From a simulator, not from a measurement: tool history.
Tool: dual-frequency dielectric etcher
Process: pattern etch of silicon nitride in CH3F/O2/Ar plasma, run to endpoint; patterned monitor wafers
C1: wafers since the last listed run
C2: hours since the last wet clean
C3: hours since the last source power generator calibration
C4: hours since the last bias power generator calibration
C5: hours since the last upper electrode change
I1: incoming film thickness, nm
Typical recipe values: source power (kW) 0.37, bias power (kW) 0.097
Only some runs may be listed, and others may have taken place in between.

run 1 day=0 | source_power_(kW)=0.37 bias_power_(kW)=0.097 | C1=0 C2=246 C3=4994.2 C4=3192.1 C5=2836.8 | I1=35.29 | endpoint_time_(s)=47.8
run 2 day=0.525 | source_power_(kW)=0.37 bias_power_(kW)=0.097 | C1=124 C2=258.6 C3=5006.8 C4=3204.7 C5=2849.4 | I1=34.88 | endpoint_time_(s)=47.2
run 3 day=1.104 | source_power_(kW)=0.37 bias_power_(kW)=0.097 | C1=137 C2=272.5 C3=5020.7 C4=3218.6 C5=2863.3 | I1=35.05 | endpoint_time_(s)=47.6
run 4 day=1.488 | source_power_(kW)=0.37 bias_power_(kW)=0.097 | C1=91 C2=281.7 C3=5029.9 C4=3227.8 C5=2872.5 | I1=35.17 | endpoint_time_(s)=47.8
run 5 day=1.817 | source_power_(kW)=0.37 bias_power_(kW)=0.097 | C1=78 C2=289.6 C3=5037.8 C4=3235.7 C5=2880.4 | I1=34.99 | endpoint_time_(s)=47.5
run 6 day=2.542 | source_power_(kW)=0.37 bias_power_(kW)=0.097 | C1=172 C2=307 C3=5055.2 C4=3253.1 C5=2897.8 | I1=34.82 | endpoint_time_(s)=47.3
-- day=3.967 wet clean of the chamber
run 7 day=3.988 | source_power_(kW)=0.43 bias_power_(kW)=0.113 | C1=105 C2=0.5 C3=5089.9 C4=3287.8 C5=2932.5 | I1=34.8 | endpoint_time_(s)=42.2
run 8 day=4 | source_power_(kW)=0.43 bias_power_(kW)=0.113 | C1=2 C2=0.8 C3=5090.2 C4=3288.1 C5=2932.8 | I1=34.78 | endpoint_time_(s)=42
-- day=5.021 upper electrode replaced
run 9 day=5.042 | source_power_(kW)=0.43 bias_power_(kW)=0.113 | C1=9 C2=25.8 C3=5115.2 C4=3313.1 C5=0.5 | I1=35.28 | endpoint_time_(s)=43.1
run 10 day=5.054 | source_power_(kW)=0.31 bias_power_(kW)=0.086 | C1=2 C2=26.1 C3=5115.5 C4=3313.4 C5=0.8 | I1=34.93 | endpoint_time_(s)=53.4
run 11 day=5.129 | source_power_(kW)=0.31 bias_power_(kW)=0.086 | C1=17 C2=27.9 C3=5117.3 C4=3315.2 C5=2.6 | I1=35.27 | endpoint_time_(s)=54
run 12 day=5.433 | source_power_(kW)=0.37 bias_power_(kW)=0.097 | C1=72 C2=35.2 C3=5124.6 C4=3322.5 C5=9.9 | I1=35.31 | endpoint_time_(s)=48.2
run 13 day=5.996 | source_power_(kW)=0.32 bias_power_(kW)=0.097 | C1=133 C2=48.7 C3=5138.1 C4=3336 C5=23.4 | I1=35.19 | endpoint_time_(s)=51.3
-- day=6.496 bias power generator calibrated
run 14 day=6.517 | source_power_(kW)=0.32 bias_power_(kW)=0.086 | C1=84 C2=61.2 C3=5150.6 C4=0.5 C5=35.9 | I1=34.97 | endpoint_time_(s)=52.6
run 15 day=6.892 | source_power_(kW)=0.43 bias_power_(kW)=0.114 | C1=89 C2=70.2 C3=5159.6 C4=9.5 C5=44.9 | I1=34.96 | endpoint_time_(s)=42.4
-- day=7.183 source power generator calibrated
run 16 day=7.475 | source_power_(kW)=0.3 bias_power_(kW)=0.106 | C1=98 C2=84.2 C3=7 C4=23.5 C5=58.9 | I1=34.9 | endpoint_time_(s)=51.4
run 17 day=7.742 | source_power_(kW)=0.37 bias_power_(kW)=0.119 | C1=63 C2=90.6 C3=13.4 C4=29.9 C5=65.3 | I1=34.76 | endpoint_time_(s)=44.8
run 18 day=8.921 | source_power_(kW)=0.44 bias_power_(kW)=0.083 | C1=279 C2=118.9 C3=41.7 C4=58.2 C5=93.6 | I1=34.67 | endpoint_time_(s)=45.3
run 19 day=9.546 | source_power_(kW)=0.37 bias_power_(kW)=0.119 | C1=148 C2=133.9 C3=56.7 C4=73.2 C5=108.6 | I1=35.2 | endpoint_time_(s)=45.2
run 20 day=10.121 | source_power_(kW)=0.31 bias_power_(kW)=0.086 | C1=136 C2=147.7 C3=70.5 C4=87 C5=122.4 | I1=34.92 | endpoint_time_(s)=53.3
run 21 day=10.65 | source_power_(kW)=0.37 bias_power_(kW)=0.097 | C1=125 C2=160.4 C3=83.2 C4=99.7 C5=135.1 | I1=34.64 | endpoint_time_(s)=47.1
run 22 day=11.1 | source_power_(kW)=0.4 bias_power_(kW)=0.097 | C1=106 C2=171.2 C3=94 C4=110.5 C5=145.9 | I1=35.32 | endpoint_time_(s)=46.4
run 23 day=11.7 | source_power_(kW)=0.41 bias_power_(kW)=0.097 | C1=142 C2=185.6 C3=108.4 C4=124.9 C5=160.3 | I1=35.17 | endpoint_time_(s)=45.5

Describe how what the log doesn't record of the tool's condition differs between the last listed run preceding each entry between runs and the first listed run following it.
Between runs 6 and 7: wet clean of the chamber (day 3.967)
  nothing in the hidden state changes from one run to the other
Between runs 8 and 9: upper electrode replaced (day 5.021)
  nothing in the hidden state changes from one run to the other
Between runs 13 and 14: bias power generator calibrated (day 6.496)
  nothing in the hidden state changes from one run to the other
Between runs 15 and 16: source power generator calibrated (day 7.183)
  nothing in the hidden state changes from one run to the other
